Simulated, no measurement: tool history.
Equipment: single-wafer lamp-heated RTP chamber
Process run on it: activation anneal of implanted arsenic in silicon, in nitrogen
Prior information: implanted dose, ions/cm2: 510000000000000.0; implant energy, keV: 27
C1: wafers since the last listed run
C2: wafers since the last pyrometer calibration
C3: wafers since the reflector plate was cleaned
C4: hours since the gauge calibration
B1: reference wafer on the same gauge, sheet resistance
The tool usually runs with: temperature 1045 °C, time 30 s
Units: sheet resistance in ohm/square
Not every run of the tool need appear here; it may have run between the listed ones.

run 1 hour=0.0 | temperature=1045 time=38 | C1=0 C2=1759 C3=7116 C4=745.6 | B1=168.98 | sheet_resistance=164.51
run 2 hour=41.4 | temperature=1045 time=38 | C1=323 C2=2082 C3=7439 C4=787.0 | B1=168.99 | sheet_resistance=164.22
run 3 hour=84.9 | temperature=1069 time=30 | C1=339 C2=2422 C3=7779 C4=830.5 | B1=169.04 | sheet_resistance=162.70
run 4 hour=154.1 | temperature=1060 time=22 | C1=540 C2=2962 C3=8319 C4=899.7 | B1=168.99 | sheet_resistance=165.58
run 5 hour=256.4 | temperature=1060 time=22 | C1=798 C2=3760 C3=9117 C4=1002.0 | B1=168.99 | sheet_resistance=165.57
run 6 hour=304.2 | temperature=1045 time=30 | C1=373 C2=4133 C3=9490 C4=1049.8 | B1=168.97 | sheet_resistance=165.71
run 7 hour=353.1 | temperature=1045 time=30 | C1=381 C2=4515 C3=9872 C4=1098.7 | B1=168.90 | sheet_resistance=165.97
run 8 hour=452.9 | temperature=1045 time=30 | C1=778 C2=5294 C3=10651 C4=1198.5 | B1=168.91 | sheet_resistance=165.75
-- hour=480.7 reflector plate cleaned
-- hour=551.7 gauge calibrated
run 9 hour=557.6 | temperature=1045 time=30 | C1=754 C2=6048 C3=600 C4=5.9 | B1=168.82 | sheet_resistance=165.47
run 10 hour=612.6 | temperature=1045 time=30 | C1=429 C2=6478 C3=1029 C4=60.9 | B1=169.09 | sheet_resistance=165.29
run 11 hour=688.0 | temperature=1045 time=30 | C1=588 C2=7066 C3=1618 C4=136.3 | B1=168.95 | sheet_resistance=165.60
run 12 hour=743.3 | temperature=1059 time=20 | C1=431 C2=7498 C3=2049 C4=191.6 | B1=169.18 | sheet_resistance=165.17
run 13 hour=787.5 | temperature=1057 time=30 | C1=344 C2=7843 C3=2394 C4=235.8 | B1=168.93 | sheet_resistance=163.07
-- hour=838.0 pyrometer window cleaned and pyrometer calibrated
run 14 hour=878.0 | temperature=1045 time=30 | C1=643 C2=312 C3=3038 C4=326.3 | B1=169.13 | sheet_resistance=166.14
run 15 hour=929.2 | temperature=1062 time=39 | C1=399 C2=711 C3=3438 C4=377.5 | B1=169.03 | sheet_resistance=162.00
run 16 hour=1014.0 | temperature=1019 time=15 | C1=661 C2=1373 C3=4099 C4=462.3 | B1=169.01 | sheet_resistance=171.33
run 17 hour=1089.7 | temperature=1065 time=39 | C1=590 C2=1964 C3=4690 C4=538.0 | B1=169.08 | sheet_resistance=161.60
run 18 hour=1164.9 | temperature=1072 time=30 | C1=586 C2=2551 C3=5277 C4=613.2 | B1=168.99 | sheet_resistance=161.84
run 19 hour=1248.3 | temperature=1045 time=30 | C1=650 C2=3202 C3=5928 C4=696.6 | B1=168.95 | sheet_resistance=166.30
run 20 hour=1304.6 | temperature=1045 time=30 | C1=439 C2=3641 C3=6367 C4=752.9 | B1=168.89 | sheet_resistance=165.86
run 21 hour=1348.1 | temperature=1033 time=48 | C1=339 C2=3981 C3=6707 C4=796.4 | B1=169.01 | sheet_resistance=164.05

Below are 3 alternative next runs, each starting from the tool's condition after run 21. Predict each:
run A hour=1348.5 | temperature=1037 time=30 | C1=3 C2=3984 C3=6710 C4=796.8 | B1=? | sheet_resistance=?
run B hour=1348.5 | temperature=1064 time=17 | C1=3 C2=3984 C3=6710 C4=796.8 | B1=? | sheet_resistance=?
run C hour=1348.5 | temperature=1056 time=13 | C1=3 C2=3984 C3=6710 C4=796.8 | B1=? | sheet_resistance=?

run=A B1=169.17 sheet_resistance=166.37
run=B B1=169.17 sheet_resistance=166.11
run=C B1=169.17 sheet_resistance=168.29
With the hidden condition removed and each run's random variation left untouched, the same runs would have given:
run=A sheet_resistance=166.99
run=B sheet_resistance=166.71
run=C sheet_resistance=168.82
